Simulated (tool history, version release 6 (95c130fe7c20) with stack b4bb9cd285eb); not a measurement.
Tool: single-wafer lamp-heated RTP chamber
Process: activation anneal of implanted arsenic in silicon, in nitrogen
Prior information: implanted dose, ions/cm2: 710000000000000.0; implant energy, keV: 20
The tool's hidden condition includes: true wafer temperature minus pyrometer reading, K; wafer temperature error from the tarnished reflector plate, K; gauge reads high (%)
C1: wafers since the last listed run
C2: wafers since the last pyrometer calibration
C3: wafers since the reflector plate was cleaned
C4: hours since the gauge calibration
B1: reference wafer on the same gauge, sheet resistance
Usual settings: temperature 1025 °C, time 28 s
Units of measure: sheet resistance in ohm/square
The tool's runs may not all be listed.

{"run": 1, "hour": 0.0, "temperature": 1025, "time": 28, "C1": 0, "C2": 1128, "C3": 1548, "C4": 657.0, "B1": 189.03, "sheet resistance": 163.0}
{"run": 2, "hour": 30.9, "temperature": 1025, "time": 28, "C1": 364, "C2": 1492, "C3": 1913, "C4": 687.9, "B1": 188.97, "sheet resistance": 163.23}
{"run": 3, "hour": 43.1, "temperature": 1025, "time": 34, "C1": 144, "C2": 1636, "C3": 2057, "C4": 700.1, "B1": 189.02, "sheet resistance": 161.04}
{"run": 4, "hour": 64.4, "temperature": 1025, "time": 34, "C1": 251, "C2": 1888, "C3": 2309, "C4": 721.4, "B1": 188.98, "sheet resistance": 160.84}
{"run": 5, "hour": 94.2, "temperature": 1025, "time": 34, "C1": 351, "C2": 2240, "C3": 2660, "C4": 751.2, "B1": 188.99, "sheet resistance": 160.34}
{"run": 6, "hour": 121.9, "temperature": 1025, "time": 28, "C1": 326, "C2": 2567, "C3": 2987, "C4": 778.9, "B1": 189.01, "sheet resistance": 162.33}
{"run": 7, "hour": 153.8, "temperature": 1025, "time": 28, "C1": 376, "C2": 2943, "C3": 3364, "C4": 810.8, "B1": 188.99, "sheet resistance": 162.04}
{"run": 8, "hour": 174.9, "temperature": 1025, "time": 28, "C1": 249, "C2": 3192, "C3": 3613, "C4": 831.9, "B1": 188.99, "sheet resistance": 162.23}
{"run": 9, "hour": 199.0, "temperature": 1025, "time": 28, "C1": 284, "C2": 3477, "C3": 3897, "C4": 856.0, "B1": 189.05, "sheet resistance": 162.7}
{"run": 10, "hour": 216.0, "temperature": 1025, "time": 28, "C1": 200, "C2": 3677, "C3": 4098, "C4": 873.0, "B1": 188.93, "sheet resistance": 162.15}
{"hour": 245.8, "done": "gauge calibrated"}
{"run": 11, "hour": 245.9, "temperature": 1025, "time": 32, "C1": 352, "C2": 4030, "C3": 4451, "C4": 0.1, "B1": 188.99, "sheet resistance": 160.85}
{"run": 12, "hour": 279.1, "temperature": 1025, "time": 32, "C1": 391, "C2": 4422, "C3": 4843, "C4": 33.3, "B1": 188.99, "sheet resistance": 160.4}
{"run": 13, "hour": 297.5, "temperature": 1025, "time": 28, "C1": 217, "C2": 4639, "C3": 5060, "C4": 51.7, "B1": 189.05, "sheet resistance": 161.78}
{"run": 14, "hour": 318.0, "temperature": 1025, "time": 28, "C1": 241, "C2": 4881, "C3": 5302, "C4": 72.2, "B1": 189.02, "sheet resistance": 161.89}
{"run": 15, "hour": 349.0, "temperature": 1025, "time": 28, "C1": 365, "C2": 5247, "C3": 5668, "C4": 103.2, "B1": 188.92, "sheet resistance": 161.08}
{"run": 16, "hour": 363.4, "temperature": 1025, "time": 28, "C1": 169, "C2": 5417, "C3": 5838, "C4": 117.6, "B1": 189.11, "sheet resistance": 161.13}
{"run": 17, "hour": 394.6, "temperature": 1025, "time": 34, "C1": 368, "C2": 5785, "C3": 6206, "C4": 148.8, "B1": 188.96, "sheet resistance": 159.3}
{"hour": 421.5, "done": "pyrometer window cleaned and pyrometer calibrated"}
{"run": 18, "hour": 422.0, "temperature": 1043, "time": 22, "C1": 228, "C2": 5, "C3": 6435, "C4": 176.2, "B1": 189.04, "sheet resistance": 161.09}
{"hour": 444.9, "done": "reflector plate cleaned"}
{"run": 19, "hour": 448.6, "temperature": 1034, "time": 18, "C1": 219, "C2": 225, "C3": 44, "C4": 202.8, "B1": 188.92, "sheet resistance": 165.88}
{"run": 20, "hour": 478.7, "temperature": 1038, "time": 20, "C1": 355, "C2": 580, "C3": 399, "C4": 232.9, "B1": 189.04, "sheet resistance": 164.01}
{"run": 21, "hour": 496.3, "temperature": 1025, "time": 28, "C1": 207, "C2": 788, "C3": 607, "C4": 250.5, "B1": 189.01, "sheet resistance": 162.55}
{"run": 22, "hour": 531.5, "temperature": 1052, "time": 37, "C1": 415, "C2": 1203, "C3": 1022, "C4": 285.7, "B1": 189.11, "sheet resistance": 155.27}
{"run": 23, "hour": 554.0, "temperature": 1013, "time": 14, "C1": 265, "C2": 1469, "C3": 1288, "C4": 308.2, "B1": 188.99, "sheet resistance": 171.41}
{"run": 24, "hour": 576.8, "temperature": 1025, "time": 28, "C1": 269, "C2": 1738, "C3": 1557, "C4": 331.0, "B1": 189.07, "sheet resistance": 162.82}
{"run": 25, "hour": 592.1, "temperature": 1033, "time": 34, "C1": 180, "C2": 1918, "C3": 1737, "C4": 346.3, "B1": 189.07, "sheet resistance": 159.25}
{"run": 26, "hour": 620.1, "temperature": 1013, "time": 41, "C1": 330, "C2": 2249, "C3": 2068, "C4": 374.3, "B1": 188.97, "sheet resistance": 161.75}
{"run": 27, "hour": 648.3, "temperature": 1047, "time": 22, "C1": 332, "C2": 2582, "C3": 2401, "C4": 402.5, "B1": 189.07, "sheet resistance": 160.8}
{"run": 28, "hour": 670.5, "temperature": 1003, "time": 28, "C1": 262, "C2": 2844, "C3": 2663, "C4": 424.7, "B1": 189.01, "sheet resistance": 167.84}
{"run": 29, "hour": 709.2, "temperature": 1025, "time": 28, "C1": 456, "C2": 3301, "C3": 3119, "C4": 463.4, "B1": 189.0, "sheet resistance": 162.85}

Predict each of these 3 candidate next runs independently; none follows another, all start after run 29:
{"run": "A", "hour": 709.6, "temperature": 1025, "time": 28, "C1": 4, "C2": 3305, "C3": 3124, "C4": 463.8, "B1": "?", "sheet resistance": "?"}
{"run": "B", "hour": 709.6, "temperature": 1040, "time": 18, "C1": 4, "C2": 3305, "C3": 3124, "C4": 463.8, "B1": "?", "sheet resistance": "?"}
{"run": "C", "hour": 709.6, "temperature": 1054, "time": 28, "C1": 4, "C2": 3305, "C3": 3124, "C4": 463.8, "B1": "?", "sheet resistance": "?"}

run=A B1=189.02 sheet_resistance=162.28
run=B B1=189.02 sheet_resistance=163.30
run=C B1=189.02 sheet_resistance=156.25
Stripped of hidden state, with their random variation kept, the same runs would have yielded:
run=A sheet_resistance=163.26
run=B sheet_resistance=164.24
run=C sheet_resistance=157.23

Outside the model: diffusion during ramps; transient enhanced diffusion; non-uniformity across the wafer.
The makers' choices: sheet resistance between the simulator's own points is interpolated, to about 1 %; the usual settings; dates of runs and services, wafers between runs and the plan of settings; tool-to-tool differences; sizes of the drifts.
